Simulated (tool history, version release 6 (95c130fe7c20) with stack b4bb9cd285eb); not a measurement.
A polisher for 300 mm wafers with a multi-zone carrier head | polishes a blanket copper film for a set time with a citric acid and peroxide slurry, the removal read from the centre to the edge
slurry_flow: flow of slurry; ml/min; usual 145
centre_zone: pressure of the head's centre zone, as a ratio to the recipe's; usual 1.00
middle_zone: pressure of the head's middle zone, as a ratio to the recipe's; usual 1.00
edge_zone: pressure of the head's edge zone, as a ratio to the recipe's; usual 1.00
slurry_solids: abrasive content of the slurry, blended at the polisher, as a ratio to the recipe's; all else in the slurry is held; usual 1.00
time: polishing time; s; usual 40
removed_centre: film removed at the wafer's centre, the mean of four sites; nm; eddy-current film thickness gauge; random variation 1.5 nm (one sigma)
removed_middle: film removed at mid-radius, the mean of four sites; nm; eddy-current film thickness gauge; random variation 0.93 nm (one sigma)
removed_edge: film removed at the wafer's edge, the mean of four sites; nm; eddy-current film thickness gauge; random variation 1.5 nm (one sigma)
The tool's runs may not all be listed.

run   hour  slurry_flow  centre_zone  middle_zone  edge_zone  slurry_solids  time  incoming thickness of the incoming film, nm  removed_centre  removed_middle  removed_edge
  1    0.0          180         1.00         1.00       1.00           1.20    49                                        707.9           191.8           197.4         193.0
  2    9.9          145         1.00         1.00       1.00           1.00    40                                        712.8           140.2           143.9         145.7
      19.7  -- carrier head's membrane replaced by a new one
  3   20.2          145         1.00         1.00       1.00           1.00    40                                        711.1           136.5           144.7         147.2
  4   31.0          145         1.00         1.00       1.00           1.00    46                                        696.5           160.4           164.8         167.7
      38.6  -- worn pad replaced by a new one
  5   45.0          145         0.96         0.96       0.90           1.00    31                                        711.6            99.9           107.0         107.3
  6   55.1          145         1.00         1.00       1.00           0.80    28                                        718.4            88.8            92.5          94.9
  7   64.5          145         1.00         1.00       0.92           1.00    40                                        718.7           132.5           138.9         136.0
  8   81.1          145         1.05         1.11       1.00           1.00    52                                        707.7           178.7           188.6         182.9
  9   90.8          190         1.00         1.00       1.00           1.00    27                                        724.4            96.8            99.4          97.9
 10  101.3          110         0.91         1.00       1.00           0.90    40                                        713.9            98.5           117.3         126.4
     110.3  -- centre zone pressure recalibrated
 11  115.5          115         1.00         1.00       1.00           1.00    40                                        712.3           114.2           124.6         131.3
 12  126.4          145         1.00         1.00       1.00           1.25    40                                        713.0           135.1           144.1         146.5
     166.1  -- worn pad replaced by a new one
 13  176.1          145         1.00         1.06       1.00           1.00    40                                        709.9           125.5           139.3         137.2
     199.0  -- slurry nozzle cleaned
 14  204.7          145         1.00         1.08       0.96           0.85    40                                        716.2           139.7           151.7         138.8
 15  215.0          145         1.08         1.00       1.00           1.00    40                                        710.8           154.8           149.0         148.7
 16  224.7          145         0.95         1.09       1.00           0.80    44                                        719.6           142.0           162.8         151.9
 17  252.1          185         1.09         1.00       1.00           1.00    34                                        713.1           139.0           131.1         127.5
 18  263.4          130         1.12         1.00       1.00           1.00    40                                        707.7           148.0           138.8         143.2
     269.2  -- worn pad replaced by a new one
 19  274.4          145         1.00         1.00       1.00           1.00    40                                        705.4           133.3           142.7         143.9
 20  281.1          145         1.00         1.00       1.00           1.00    40                                        717.4           134.8           141.2         141.0
 21  293.9          145         1.00         1.00       1.00           1.00    40                                        715.3           130.9           140.3         141.4

4 ways to go on from here, each from the tool as it stands after run 21. What would each give?
  A  294.3          145         1.00         1.00       1.00           1.00    48                                        709.6               ?               ?             ?
  B  294.3          145         0.94         0.92       0.91           1.00    35                                        709.6               ?               ?             ?
  C  294.3          145         1.00         1.00       1.00           1.00    33                                        709.6               ?               ?             ?
  D  294.3          145         1.00         1.00       1.09           1.00    40                                        709.6               ?               ?             ?

run  removed_centre  removed_middle  removed_edge
  A           161.7           167.7         171.1
  B           110.7           116.4         120.2
  C           111.2           115.3         117.6
  D           134.7           139.8         147.9
Without the tool's hidden state the same runs would have given:
run  removed_centre  removed_middle  removed_edge
  A           177.8           182.2         181.3
  B           121.7           126.5         127.4
  C           122.2           125.3         124.6
  D           148.1           151.8         156.7
